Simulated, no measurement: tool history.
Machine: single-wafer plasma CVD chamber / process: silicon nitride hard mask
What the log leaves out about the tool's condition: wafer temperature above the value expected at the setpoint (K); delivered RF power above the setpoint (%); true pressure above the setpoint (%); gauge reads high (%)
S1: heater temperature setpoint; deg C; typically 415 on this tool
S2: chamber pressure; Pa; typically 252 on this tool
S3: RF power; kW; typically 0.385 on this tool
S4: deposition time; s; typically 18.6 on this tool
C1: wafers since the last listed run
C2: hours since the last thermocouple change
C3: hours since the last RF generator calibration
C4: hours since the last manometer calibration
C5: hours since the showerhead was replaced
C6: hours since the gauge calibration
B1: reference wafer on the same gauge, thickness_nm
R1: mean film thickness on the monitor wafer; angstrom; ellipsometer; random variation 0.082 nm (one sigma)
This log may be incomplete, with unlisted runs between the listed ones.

{"run": 1, "day": 0.0, "S1": 415, "S2": 252, "S3": 0.385, "S4": 18.6, "C1": 0, "C2": 631.5, "C3": 2003.5, "C4": 1053.4, "C5": 5475.6, "C6": 1961.2, "B1": 24.001, "R1": 268.35}
{"run": 2, "day": 3.0, "S1": 415, "S2": 204, "S3": 0.385, "S4": 18.6, "C1": 1700, "C2": 703.5, "C3": 2075.5, "C4": 1125.4, "C5": 5547.6, "C6": 2033.2, "B1": 24.019, "R1": 251.94}
{"run": 3, "day": 6.938, "S1": 415, "S2": 204, "S3": 0.385, "S4": 18.6, "C1": 2231, "C2": 798.0, "C3": 2170.0, "C4": 1219.9, "C5": 5642.1, "C6": 2127.7, "B1": 24.008, "R1": 251.2}
{"run": 4, "day": 9.167, "S1": 415, "S2": 204, "S3": 0.385, "S4": 18.6, "C1": 1263, "C2": 851.5, "C3": 2223.5, "C4": 1273.4, "C5": 5695.6, "C6": 2181.2, "B1": 24.012, "R1": 251.83}
{"day": 11.179, "done": "thermocouple changed; heater temperature recalibrated"}
{"run": 5, "day": 12.929, "S1": 415, "S2": 252, "S3": 0.385, "S4": 18.6, "C1": 1943, "C2": 42.0, "C3": 2313.8, "C4": 1363.7, "C5": 5785.9, "C6": 2271.5, "B1": 23.971, "R1": 267.22}
{"day": 13.662, "done": "RF generator calibrated"}
{"run": 6, "day": 17.412, "S1": 415, "S2": 252, "S3": 0.385, "S4": 18.6, "C1": 2351, "C2": 149.6, "C3": 90.0, "C4": 1471.3, "C5": 5893.5, "C6": 2379.1, "B1": 23.997, "R1": 275.49}
{"run": 7, "day": 21.279, "S1": 415, "S2": 252, "S3": 0.385, "S4": 18.6, "C1": 2191, "C2": 242.4, "C3": 182.8, "C4": 1564.1, "C5": 5986.3, "C6": 2471.9, "B1": 23.988, "R1": 274.41}
{"run": 8, "day": 24.075, "S1": 415, "S2": 252, "S3": 0.385, "S4": 18.6, "C1": 1584, "C2": 309.5, "C3": 249.9, "C4": 1631.2, "C5": 6053.4, "C6": 2539.0, "B1": 23.98, "R1": 275.01}
{"run": 9, "day": 26.788, "S1": 415, "S2": 252, "S3": 0.385, "S4": 18.6, "C1": 1537, "C2": 374.6, "C3": 315.0, "C4": 1696.3, "C5": 6118.5, "C6": 2604.1, "B1": 23.992, "R1": 274.15}
{"run": 10, "day": 37.3, "S1": 406, "S2": 300, "S3": 0.385, "S4": 18.6, "C1": 5957, "C2": 626.9, "C3": 567.3, "C4": 1948.6, "C5": 6370.8, "C6": 2856.4, "B1": 24.021, "R1": 287.86}
{"run": 11, "day": 40.425, "S1": 406, "S2": 300, "S3": 0.385, "S4": 18.6, "C1": 1770, "C2": 701.9, "C3": 642.3, "C4": 2023.6, "C5": 6445.8, "C6": 2931.4, "B1": 24.004, "R1": 287.32}
{"day": 42.867, "done": "capacitance manometer re-zeroed and calibrated"}
{"run": 12, "day": 43.979, "S1": 415, "S2": 252, "S3": 0.46, "S4": 18.6, "C1": 1825, "C2": 787.2, "C3": 727.6, "C4": 26.7, "C5": 6531.1, "C6": 3016.7, "B1": 23.997, "R1": 293.13}
{"run": 13, "day": 48.046, "S1": 426, "S2": 252, "S3": 0.385, "S4": 18.6, "C1": 2304, "C2": 884.8, "C3": 825.2, "C4": 124.3, "C5": 6628.7, "C6": 3114.3, "B1": 24.026, "R1": 272.46}
{"day": 51.65, "done": "thermocouple changed; heater temperature recalibrated"}
{"run": 14, "day": 52.308, "S1": 429, "S2": 224, "S3": 0.32, "S4": 15.8, "C1": 2226, "C2": 15.8, "C3": 927.5, "C4": 226.6, "C5": 6731.0, "C6": 3216.6, "B1": 24.004, "R1": 208.92}
{"day": 54.992, "done": "showerhead replaced"}
{"run": 15, "day": 56.75, "S1": 415, "S2": 252, "S3": 0.385, "S4": 18.6, "C1": 2328, "C2": 122.4, "C3": 1034.1, "C4": 333.2, "C5": 42.2, "C6": 3323.2, "B1": 24.007, "R1": 274.01}
{"run": 16, "day": 59.967, "S1": 425, "S2": 308, "S3": 0.315, "S4": 18.6, "C1": 1822, "C2": 199.6, "C3": 1111.3, "C4": 410.4, "C5": 119.4, "C6": 3400.4, "B1": 23.997, "R1": 265.95}
{"run": 17, "day": 64.346, "S1": 415, "S2": 252, "S3": 0.385, "S4": 18.6, "C1": 2481, "C2": 304.7, "C3": 1216.4, "C4": 515.5, "C5": 224.5, "C6": 3505.5, "B1": 23.98, "R1": 272.28}
{"run": 18, "day": 67.488, "S1": 415, "S2": 252, "S3": 0.385, "S4": 21.2, "C1": 1780, "C2": 380.1, "C3": 1291.8, "C4": 590.9, "C5": 299.9, "C6": 3580.9, "B1": 23.993, "R1": 309.65}
{"run": 19, "day": 69.092, "S1": 415, "S2": 271, "S3": 0.385, "S4": 14.9, "C1": 909, "C2": 418.6, "C3": 1330.3, "C4": 629.4, "C5": 338.4, "C6": 3619.4, "B1": 24.03, "R1": 222.28}
{"day": 69.146, "done": "gauge calibrated"}
{"run": 20, "day": 70.717, "S1": 415, "S2": 252, "S3": 0.42, "S4": 16.2, "C1": 920, "C2": 457.6, "C3": 1369.3, "C4": 668.4, "C5": 377.4, "C6": 37.7, "B1": 24.001, "R1": 245.71}
{"run": 21, "day": 73.217, "S1": 415, "S2": 252, "S3": 0.385, "S4": 21.2, "C1": 1416, "C2": 517.6, "C3": 1429.3, "C4": 728.4, "C5": 437.4, "C6": 97.7, "B1": 23.991, "R1": 310.39}
{"run": 22, "day": 76.825, "S1": 426, "S2": 252, "S3": 0.36, "S4": 18.6, "C1": 2044, "C2": 604.2, "C3": 1515.9, "C4": 815.0, "C5": 524.0, "C6": 184.3, "B1": 23.992, "R1": 264.89}
{"run": 23, "day": 79.396, "S1": 415, "S2": 252, "S3": 0.385, "S4": 18.6, "C1": 1456, "C2": 665.9, "C3": 1577.6, "C4": 876.7, "C5": 585.7, "C6": 246.0, "B1": 23.991, "R1": 270.82}
{"run": 24, "day": 81.933, "S1": 407, "S2": 295, "S3": 0.385, "S4": 18.6, "C1": 1437, "C2": 726.8, "C3": 1638.5, "C4": 937.6, "C5": 646.6, "C6": 306.9, "B1": 24.008, "R1": 283.68}
{"run": 25, "day": 85.008, "S1": 415, "S2": 252, "S3": 0.385, "S4": 18.6, "C1": 1742, "C2": 800.6, "C3": 1712.3, "C4": 1011.4, "C5": 720.4, "C6": 380.7, "B1": 23.986, "R1": 269.69}
{"day": 95.404, "done": "thermocouple changed; heater temperature recalibrated"}
{"run": 26, "day": 95.992, "S1": 429, "S2": 209, "S3": 0.385, "S4": 18.6, "C1": 6035, "C2": 14.1, "C3": 1975.9, "C4": 1275.0, "C5": 984.0, "C6": 644.3, "B1": 23.982, "R1": 254.38}
{"run": 27, "day": 100.058, "S1": 403, "S2": 252, "S3": 0.385, "S4": 18.6, "C1": 2304, "C2": 111.7, "C3": 2073.5, "C4": 1372.6, "C5": 1081.6, "C6": 741.9, "B1": 24.014, "R1": 268.85}
{"run": 28, "day": 102.979, "S1": 415, "S2": 252, "S3": 0.385, "S4": 18.6, "C1": 1655, "C2": 181.8, "C3": 2143.6, "C4": 1442.7, "C5": 1151.7, "C6": 812.0, "B1": 23.989, "R1": 267.28}
{"day": 112.021, "done": "RF generator calibrated"}
{"run": 29, "day": 112.758, "S1": 415, "S2": 280, "S3": 0.385, "S4": 18.6, "C1": 5352, "C2": 416.5, "C3": 17.7, "C4": 1677.4, "C5": 1386.4, "C6": 1046.7, "B1": 23.997, "R1": 280.87}

How the hidden state differs across the entries between the runs, from the last listed run before each to the first after it:
From run 4 to run 5: thermocouple changed; heater temperature recalibrated (day 11.179)
  delivered RF power above the setpoint (%): -7.55 -> -8.11
  measured minus no-state result, R1: -7.63 -> -8.72 angstrom
From run 5 to run 6: RF generator calibrated (day 13.662)
  delivered RF power above the setpoint (%): -8.11 -> -0.266
  measured minus no-state result, R1: -8.72 -> -0.29 angstrom
From run 11 to run 12: capacitance manometer re-zeroed and calibrated (day 42.867)
  delivered RF power above the setpoint (%): -0.817 -> -0.977
  measured minus no-state result, R1: -0.91 -> -1.03 angstrom
From run 13 to run 14: thermocouple changed; heater temperature recalibrated (day 51.650)
  delivered RF power above the setpoint (%): -1.18 -> -1.43
  measured minus no-state result, R1: -1.25 -> -1.16 angstrom
From run 14 to run 15: showerhead replaced (day 54.992)
  delivered RF power above the setpoint (%): -1.43 -> -1.71
  measured minus no-state result, R1: -1.16 -> -1.83 angstrom
From run 19 to run 20: gauge calibrated (day 69.146)
  delivered RF power above the setpoint (%): -2.67 -> -2.81
  measured minus no-state result, R1: -2.32 -> -2.51 angstrom
From run 25 to run 26: thermocouple changed; heater temperature recalibrated (day 95.404)
  delivered RF power above the setpoint (%): -4.25 -> -5.58
  measured minus no-state result, R1: -4.52 -> -5.64 angstrom
From run 28 to run 29: RF generator calibrated (day 112.021)
  delivered RF power above the setpoint (%): -6.52 -> -1.17
  measured minus no-state result, R1: -6.95 -> -1.28 angstrom
